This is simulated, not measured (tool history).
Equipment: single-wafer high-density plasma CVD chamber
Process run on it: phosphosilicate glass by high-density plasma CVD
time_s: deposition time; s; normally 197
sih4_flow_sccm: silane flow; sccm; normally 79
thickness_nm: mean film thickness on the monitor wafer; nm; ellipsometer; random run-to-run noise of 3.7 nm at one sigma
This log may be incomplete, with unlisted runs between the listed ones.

run,hour,time_s,sih4_flow_sccm,wafers since the last listed run,hours since the silane flow controller was replaced,hours since the gauge calibration,"read-back reference wafer on the same gauge, thickness_nm",thickness_nm
1,0,197,79,0,4219.6,142.6,1391.271,1456.833
2,72,197,79,433,4291.6,214.6,1390.412,1451.004
3,97.2,197,79,151,4316.8,239.8,1389.847,1455.159
4,155.8,197,79,352,4375.4,298.4,1390.734,1454.715
5,199,197,67,260,4418.6,341.6,1389.9,1341.206
6,234.6,197,67,214,4454.2,377.2,1390.032,1341.134
# hour 267.2: silane flow controller replaced
7,303,217,74,363,35.8,445.6,1391.739,1551.664
8,339.5,217,74,219,72.3,482.1,1391.289,1552.176
9,397.4,232,79,348,130.2,540,1389.184,1704.391
# hour 406.6: gauge calibrated
10,423.5,197,79,157,156.3,16.9,1390.391,1457.405
11,474.2,222,68,305,207,67.6,1388.69,1526.51
12,526.1,197,79,312,258.9,119.5,1389.008,1447.034
13,580.9,213,84,329,313.7,174.3,1389.989,1622.484
14,608,186,69,163,340.8,201.4,1389.365,1283.007
15,640.6,219,79,196,373.4,234,1390.128,1614.522
16,664.8,197,79,145,397.6,258.2,1390.745,1452.558
17,713.3,186,70,292,446.1,306.7,1390.463,1288.133

List, for all runs, the conditions of the tool that the log does not record:
delivered silane flow above the setpoint (%): 0 at every run
gauge reads high (%): 0 at every run
